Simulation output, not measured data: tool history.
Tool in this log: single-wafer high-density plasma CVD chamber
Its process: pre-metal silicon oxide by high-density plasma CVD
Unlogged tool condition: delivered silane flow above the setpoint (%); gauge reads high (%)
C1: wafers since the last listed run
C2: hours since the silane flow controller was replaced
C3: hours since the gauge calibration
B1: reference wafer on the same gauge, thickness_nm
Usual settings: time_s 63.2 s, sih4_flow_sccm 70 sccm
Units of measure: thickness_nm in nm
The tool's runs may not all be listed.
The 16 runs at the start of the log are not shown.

{"run": 17, "day": 15.329, "time_s": 63.2, "sih4_flow_sccm": 70, "C1": 604, "C2": 99, "C3": 486.8, "B1": 394.375, "thickness_nm": 470.756}
{"run": 18, "day": 15.846, "time_s": 63.2, "sih4_flow_sccm": 70, "C1": 289, "C2": 111.4, "C3": 499.2, "B1": 394.587, "thickness_nm": 468.437}
{"run": 19, "day": 16.842, "time_s": 57.6, "sih4_flow_sccm": 66, "C1": 557, "C2": 135.3, "C3": 523.1, "B1": 394.697, "thickness_nm": 411.101}
{"run": 20, "day": 17.658, "time_s": 63.2, "sih4_flow_sccm": 75, "C1": 457, "C2": 154.9, "C3": 542.7, "B1": 394.992, "thickness_nm": 490.789}
{"run": 21, "day": 18.558, "time_s": 63.2, "sih4_flow_sccm": 70, "C1": 504, "C2": 176.5, "C3": 564.3, "B1": 394.877, "thickness_nm": 467.571}
{"run": 22, "day": 19.779, "time_s": 55.4, "sih4_flow_sccm": 62, "C1": 683, "C2": 205.8, "C3": 593.6, "B1": 394.769, "thickness_nm": 380.149}
{"run": 23, "day": 20.529, "time_s": 63.2, "sih4_flow_sccm": 70, "C1": 420, "C2": 223.8, "C3": 611.6, "B1": 395.148, "thickness_nm": 469.504}
{"day": 20.721, "done": "gauge calibrated"}
{"run": 24, "day": 21.825, "time_s": 63.2, "sih4_flow_sccm": 74, "C1": 725, "C2": 254.9, "C3": 26.5, "B1": 387.234, "thickness_nm": 476.538}
{"run": 25, "day": 23.217, "time_s": 52.7, "sih4_flow_sccm": 58, "C1": 779, "C2": 288.3, "C3": 59.9, "B1": 388.577, "thickness_nm": 340.495}
{"run": 26, "day": 23.754, "time_s": 63.2, "sih4_flow_sccm": 70, "C1": 301, "C2": 301.2, "C3": 72.8, "B1": 388.537, "thickness_nm": 461.632}
{"run": 27, "day": 24.767, "time_s": 63.2, "sih4_flow_sccm": 70, "C1": 567, "C2": 325.5, "C3": 97.1, "B1": 389.425, "thickness_nm": 464.708}
{"run": 28, "day": 25.975, "time_s": 75.3, "sih4_flow_sccm": 65, "C1": 676, "C2": 354.5, "C3": 126.1, "B1": 390.457, "thickness_nm": 526.426}
{"run": 29, "day": 27.471, "time_s": 63.2, "sih4_flow_sccm": 70, "C1": 837, "C2": 390.4, "C3": 162, "B1": 391.005, "thickness_nm": 465.873}
{"run": 30, "day": 28.038, "time_s": 63.2, "sih4_flow_sccm": 70, "C1": 317, "C2": 404, "C3": 175.6, "B1": 391.641, "thickness_nm": 467.054}
{"run": 31, "day": 28.875, "time_s": 57.1, "sih4_flow_sccm": 81, "C1": 469, "C2": 424.1, "C3": 195.7, "B1": 391.698, "thickness_nm": 463.839}
{"run": 32, "day": 29.742, "time_s": 63.2, "sih4_flow_sccm": 70, "C1": 485, "C2": 444.9, "C3": 216.5, "B1": 392.534, "thickness_nm": 464.918}
{"run": 33, "day": 30.604, "time_s": 54.5, "sih4_flow_sccm": 65, "C1": 483, "C2": 465.6, "C3": 237.2, "B1": 392.781, "thickness_nm": 383.532}
{"run": 34, "day": 31.446, "time_s": 72.9, "sih4_flow_sccm": 82, "C1": 471, "C2": 485.8, "C3": 257.4, "B1": 392.833, "thickness_nm": 598.681}
{"run": 35, "day": 31.962, "time_s": 63.2, "sih4_flow_sccm": 62, "C1": 289, "C2": 498.2, "C3": 269.8, "B1": 393.593, "thickness_nm": 431.609}
{"run": 36, "day": 33.112, "time_s": 72, "sih4_flow_sccm": 70, "C1": 644, "C2": 525.8, "C3": 297.4, "B1": 393.686, "thickness_nm": 532.838}

3 options for the next run, each taken on its own from the tool as it stands now. Forecast them:
{"run": "A", "day": 33.129, "time_s": 55.5, "sih4_flow_sccm": 70, "C1": 9, "C2": 526.2, "C3": 297.8, "B1": "?", "thickness_nm": "?"}
{"run": "B", "day": 33.129, "time_s": 73.1, "sih4_flow_sccm": 70, "C1": 9, "C2": 526.2, "C3": 297.8, "B1": "?", "thickness_nm": "?"}
{"run": "C", "day": 33.129, "time_s": 52.7, "sih4_flow_sccm": 70, "C1": 9, "C2": 526.2, "C3": 297.8, "B1": "?", "thickness_nm": "?"}

run=A B1=393.465 thickness_nm=412.987
run=B B1=393.465 thickness_nm=543.952
run=C B1=393.465 thickness_nm=392.151
The same runs, with their run-to-run variation unchanged, on a tool lacking any hidden condition would have given:
run=A thickness_nm=405.138
run=B thickness_nm=533.615
run=C thickness_nm=384.699
